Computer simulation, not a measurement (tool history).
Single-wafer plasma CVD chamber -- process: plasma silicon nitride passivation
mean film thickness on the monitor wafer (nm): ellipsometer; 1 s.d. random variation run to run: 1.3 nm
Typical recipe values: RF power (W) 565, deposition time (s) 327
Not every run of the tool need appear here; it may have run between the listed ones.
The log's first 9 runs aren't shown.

run     day  RF power (W)  deposition time (s)  wafers since the last listed run  hours since the last RF generator calibration  hours since the showerhead was replaced  hours since the gauge calibration  read-back reference wafer on the same gauge, thickness_nm  mean film thickness on the monitor wafer (nm)
 10  10.271           565                  327                               122                                         1667.4                                   6569.3                              466.9                                                     429.77                                        486.299
 11  11.567           625                  362                               202                                         1698.5                                   6600.4                                498                                                    430.304                                        556.548
 12  12.512           625                  362                               147                                         1721.2                                   6623.1                              520.7                                                    429.925                                        555.081
 13  13.112           625                  362                                93                                         1735.6                                   6637.5                              535.1                                                    429.964                                        557.292
 14  14.083           565                  327                               151                                         1758.9                                   6660.8                              558.4                                                    430.362                                        486.247
 15  15.133           600                  327                               164                                         1784.1                                     6686                              583.6                                                    430.012                                        495.892
 16  16.125           600                  327                               154                                         1807.9                                   6709.8                              607.4                                                    429.902                                        497.671
 17  16.738           600                  327                                95                                         1822.6                                   6724.5                              622.1                                                    429.837                                        495.631
     17.129  -- RF generator calibrated
 18  17.838           565                  327                               119                                             17                                   6750.9                              648.5                                                    429.906                                        478.245
 19  18.888           565                  327                               164                                           42.2                                   6776.1                              673.7                                                    430.247                                        477.608
 20  19.758           535                  301                               136                                           63.1                                     6797                              694.6                                                    430.032                                        433.469
 21  20.367           565                  327                                95                                           77.7                                   6811.6                              709.2                                                    429.809                                        477.631
 22  21.471           645                  386                               172                                          104.2                                   6838.1                              735.7                                                     430.06                                        586.345
     21.542  -- gauge calibrated
 23  22.067           565                  327                                93                                          118.5                                   6852.4                               12.6                                                    429.968                                        481.106
     23.212  -- showerhead replaced
     24.617  -- RF generator calibrated, repeated, since the last time left the tool worse
 24  25.842           610                  371                               485                                           29.4                                     63.1                              103.2                                                    429.769                                        572.252
 25  26.375           565                  327                                83                                           42.2                                     75.9                                116                                                    430.035                                        492.098
 26  27.629           565                  327                               195                                           72.3                                      106                              146.1                                                    430.116                                        493.266
 27  28.733           615                  361                               172                                           98.8                                    132.5                              172.6                                                    429.869                                        557.791
 28  29.279           565                  269                                85                                          111.9                                    145.6                              185.7                                                    430.003                                        404.918

Run 29, settings as shown, results not yet in. Your forecast:
 29  30.3           485                  368                               159                                          136.4                                    170.1                              210.2                                                          ?                                              ?

read-back reference wafer on the same gauge, thickness_nm: 429.962
mean film thickness on the monitor wafer (nm): 526.42
With the hidden condition absent and the run-to-run variation left alone, this run would have shown mean film thickness on the monitor wafer (nm) 528.731.
